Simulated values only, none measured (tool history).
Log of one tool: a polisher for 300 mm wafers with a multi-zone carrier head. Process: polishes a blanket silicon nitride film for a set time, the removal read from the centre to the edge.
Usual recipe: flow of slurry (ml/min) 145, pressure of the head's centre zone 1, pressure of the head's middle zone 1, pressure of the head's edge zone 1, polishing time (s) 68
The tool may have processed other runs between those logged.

run   hour  flow of slurry (ml/min)  pressure of the head's centre zone  pressure of the head's middle zone  pressure of the head's edge zone  polishing time (s)  wafers since the last listed run  wafers polished on this pad  hours since the slurry nozzle was cleaned  hours since the centre zone pressure was calibrated  hours since the edge zone pressure was calibrated  hours since the carrier head's membrane was replaced  incoming thickness of the incoming film, nm  film removed at the wafer's centre (angstrom)  film removed at mid-radius (angstrom)  film removed at the wafer's edge (angstrom)
  1      0                      145                                   1                                   1                                 1                  68                                 0                         1115                                      712.1                                               1261.9                                              429.4                                                 469.8                                        670.3                                            836                                    982                                          939
      10.4  -- worn pad replaced by a new one
  2   10.9                      145                                   1                                   1                              0.91                  68                               100                            7                                        723                                               1272.8                                              440.3                                                 480.7                                        677.6                                            832                                    988                                          928
  3   20.8                      145                                   1                                   1                              0.91                  68                               144                          151                                      732.9                                               1282.7                                              450.2                                                 490.6                                        688.8                                            835                                    985                                          913
  4   34.9                      145                                1.08                                   1                                 1                  74                               206                          358                                        747                                               1296.8                                              464.3                                                 504.7                                        671.9                                            972                                   1054                                         1001
  5   46.2                      170                                   1                                   1                              0.91                  77                               165                          523                                      758.3                                               1308.1                                              475.6                                                   516                                        671.1                                            968                                   1139                                         1018
  6   52.3                      145                                   1                                   1                              1.12                  68                                89                          612                                      764.4                                               1314.2                                              481.7                                                 522.1                                        669.6                                            821                                    997                                          957
  7   64.5                      170                                0.94                                   1                              0.93                  76                               178                          791                                      776.6                                               1326.4                                              493.9                                                 534.3                                        678.8                                            880                                   1128                                         1030
  8   73.3                      145                                   1                                   1                                 1                  62                               128                          919                                      785.4                                               1335.2                                              502.7                                                 543.1                                        686.6                                            755                                    900                                          855
      86.5  -- centre zone pressure recalibrated
      87.1  -- worn pad replaced by a new one
  9   88.1                      145                                   1                                   1                                 1                  68                               178                           14                                      800.2                                                  1.6                                              517.5                                                 557.9                                        683.1                                            943                                    989                                          951
 10  104.6                      145                                   1                                   1                              0.95                  68                               241                          256                                      816.7                                                 18.1                                                534                                                 574.4                                        679.6                                            955                                    986                                          925
 11  122.2                      145                                   1                                   1                                 1                  56                               257                          513                                      834.3                                                 35.7                                              551.6                                                   592                                        690.2                                            790                                    812                                          767
     129.2  -- carrier head's membrane replaced by a new one
 12  139.9                      175                                   1                                   1                                 1                  81                               185                          699                                        852                                                 53.4                                              569.3                                                  10.7                                        682.3                                           1165                                   1220                                         1128
 13  153.6                      115                                   1                                   1                              1.11                  68                               200                          899                                      865.7                                                 67.1                                                583                                                  24.4                                        675.5                                            906                                    939                                          922
 14  167.6                      145                                1.11                                   1                              0.96                  68                               204                         1104                                      879.7                                                 81.1                                                597                                                  38.4                                        681.4                                           1075                                    979                                          917
     177.2  -- worn pad replaced by a new one
     181.3  -- edge zone pressure recalibrated
     182.4  -- slurry nozzle cleaned
 15  185.1                      145                                   1                                0.95                                 1                  68                               153                           71                                        2.7                                                 98.6                                                3.8                                                  55.9                                        668.9                                            940                                    964                                          944
 16  200.3                      145                                   1                                   1                                 1                  68                               222                          294                                       17.9                                                113.8                                                 19                                                  71.1                                        682.4                                            942                                    986                                          924
 17  215.5                      145                                   1                                   1                              0.96                  68                               222                          516                                       33.1                                                  129                                               34.2                                                  86.3                                        666.3                                            970                                    974                                          910
 18  228.8                      145                                   1                                   1                                 1                  68                               194                          711                                       46.4                                                142.3                                               47.5                                                  99.6                                        686.1                                            961                                    987                                          914
 19  243.3                      185                                1.06                                   1                                 1                  68                               212                          923                                       60.9                                                156.8                                                 62                                                 114.1                                        671.7                                           1070                                   1005                                          970
     258.5  -- worn pad replaced by a new one
 20    259                      145                                   1                                   1                                 1                  68                               171                            7                                       76.6                                                172.5                                               77.7                                                 129.8                                        691.1                                            934                                    991                                          941
 21  263.8                      145                                   1                                   1                                 1                  68                                70                           77                                       81.4                                                177.3                                               82.5                                                 134.6                                        679.1                                            951                                    984                                          948
 22  271.3                      145                                   1                                   1                              0.96                  68                               109                          187                                       88.9                                                184.8                                                 90                                                 142.1                                        685.5                                            957                                    982                                          925

What the log doesn't show, run by run:
removal rate lost through wear of the pad, %: 0 at every run
slurry flow missing at the pad, %: 0 at every run
deviation of the edge zone's pressure from its setpoint, %: 0 at every run
H1: deviation of the centre zone's pressure from its setpoint, %
run      H1
  1   -13.5
  2   -13.7
  3   -13.9
  4   -14.2
  5   -14.4
  6   -14.5
  7   -14.8
  8   -14.9
  9  -0.493
 10  -0.496
 11  -0.503
 12  -0.515
 13  -0.528
 14  -0.544
 15  -0.568
 16  -0.593
 17  -0.622
 18  -0.649
 19  -0.683
 20  -0.723
 21  -0.736
 22  -0.757

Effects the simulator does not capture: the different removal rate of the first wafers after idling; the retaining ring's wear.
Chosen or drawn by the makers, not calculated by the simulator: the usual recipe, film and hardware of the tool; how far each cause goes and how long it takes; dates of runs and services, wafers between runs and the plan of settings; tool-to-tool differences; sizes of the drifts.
